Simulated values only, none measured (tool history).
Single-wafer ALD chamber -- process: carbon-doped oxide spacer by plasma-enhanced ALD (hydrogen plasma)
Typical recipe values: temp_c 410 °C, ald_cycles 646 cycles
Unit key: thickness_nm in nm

| run | day | temp_c | ald_cycles | wafers since the last listed run | hours since the last thermocouple change | hours since the gauge calibration | read-back reference wafer on the same gauge, thickness_nm | thickness_nm |
|---|---|---|---|---|---|---|---|---|
| 1 | 0.000 | 410 | 646 | 0 | 1308.6 | 17.9 | 31.394 | 30.892 |
| 2 | 0.888 | 410 | 646 | 8 | 1329.9 | 39.2 | 31.387 | 30.919 |
| 3 | 1.688 | 410 | 646 | 7 | 1349.1 | 58.4 | 31.393 | 30.886 |
| 4 | 2.450 | 410 | 545 | 7 | 1367.4 | 76.7 | 31.420 | 26.112 |
| 5 | 3.633 | 410 | 545 | 10 | 1395.8 | 105.1 | 31.416 | 26.003 |
| 6 | 4.446 | 410 | 646 | 7 | 1415.3 | 124.6 | 31.406 | 30.909 |
| 7 | 5.450 | 410 | 646 | 9 | 1439.4 | 148.7 | 31.421 | 30.941 |
| 8 | 6.204 | 410 | 646 | 6 | 1457.5 | 166.8 | 31.403 | 30.867 |
| 9 | 6.746 | 404 | 646 | 5 | 1470.5 | 179.8 | 31.395 | 31.351 |
| 10 | 7.408 | 404 | 646 | 6 | 1486.4 | 195.7 | 31.396 | 31.397 |
| 11 | 8.888 | 410 | 646 | 13 | 1521.9 | 231.2 | 31.398 | 30.808 |
| 12 | 9.533 | 410 | 720 | 5 | 1537.4 | 246.7 | 31.411 | 34.510 |
| 13 | 10.042 | 410 | 720 | 4 | 1549.6 | 258.9 | 31.404 | 34.426 |
| 14 | 10.946 | 410 | 646 | 8 | 1571.3 | 280.6 | 31.431 | 30.993 |
| 15 | 11.854 | 410 | 646 | 8 | 1593.1 | 302.4 | 31.414 | 30.970 |
| 16 | 12.567 | 410 | 646 | 6 | 1610.2 | 319.5 | 31.403 | 31.020 |
| 17 | 13.096 | 410 | 646 | 4 | 1622.9 | 332.2 | 31.433 | 31.054 |
| 18 | 15.517 | 410 | 646 | 22 | 1681.0 | 390.3 | 31.413 | 30.923 |
| 19 | 16.071 | 410 | 646 | 5 | 1694.3 | 403.6 | 31.403 | 30.976 |
| 20 | 17.142 | 410 | 646 | 9 | 1720.0 | 429.3 | 31.372 | 31.025 |
| 21 | 18.096 | 410 | 740 | 8 | 1742.9 | 452.2 | 31.387 | 35.582 |
| 22 | 18.912 | 410 | 554 | 7 | 1762.5 | 471.8 | 31.406 | 26.597 |
| 23 | 20.412 | 410 | 646 | 13 | 1798.5 | 507.8 | 31.381 | 31.040 |
| 24 | 21.367 | 410 | 770 | 8 | 1821.4 | 530.7 | 31.416 | 37.154 |
| 25 | 21.883 | 415 | 682 | 4 | 1833.8 | 543.1 | 31.414 | 32.275 |
| 26 | 23.042 | 422 | 692 | 10 | 1861.6 | 570.9 | 31.415 | 32.164 |
| 27 | 23.754 | 410 | 646 | 6 | 1878.7 | 588.0 | 31.389 | 31.033 |
| 28 | 24.871 | 418 | 735 | 10 | 1905.5 | 614.8 | 31.371 | 34.596 |
|  | 25.342 | thermocouple changed; heater temperature recalibrated |
| 29 | 25.892 | 410 | 594 | 6 | 13.2 | 639.3 | 31.370 | 28.066 |
| 30 | 27.171 | 401 | 536 | 11 | 43.9 | 670.0 | 31.418 | 25.998 |
|  | 27.867 | gauge calibrated |
| 31 | 28.329 | 415 | 646 | 10 | 71.7 | 11.1 | 31.392 | 30.062 |
| 32 | 29.375 | 410 | 554 | 9 | 96.8 | 36.2 | 31.400 | 26.186 |
| 33 | 31.579 | 415 | 607 | 20 | 149.7 | 89.1 | 31.421 | 28.338 |
| 34 | 33.471 | 421 | 753 | 17 | 195.1 | 134.5 | 31.381 | 34.466 |
| 35 | 34.438 | 416 | 701 | 8 | 218.3 | 157.7 | 31.407 | 32.630 |
| 36 | 35.654 | 410 | 646 | 11 | 247.5 | 186.9 | 31.382 | 30.456 |
| 37 | 36.571 | 396 | 530 | 8 | 269.5 | 208.9 | 31.384 | 25.766 |
| 38 | 37.467 | 416 | 646 | 8 | 291.0 | 230.4 | 31.385 | 30.009 |
| 39 | 38.425 | 420 | 646 | 8 | 314.0 | 253.4 | 31.408 | 29.697 |
| 40 | 38.975 | 423 | 756 | 5 | 327.2 | 266.6 | 31.390 | 34.513 |

Entry by entry between the runs, the difference in hidden state between the last listed run before and the first listed run after:
Runs 28 to 29: thermocouple changed; heater temperature recalibrated (day 25.342)
  wafer temperature above the value expected at the setpoint (K): -7 -> 0.13
  measured minus no-state result, thickness_nm: +0.662 -> -0.010 nm
Runs 30 to 31: gauge calibrated (day 27.867)
  wafer temperature above the value expected at the setpoint (K): 0.0211 -> -0.0775
  measured minus no-state result, thickness_nm: -0.002 -> +0.006 nm
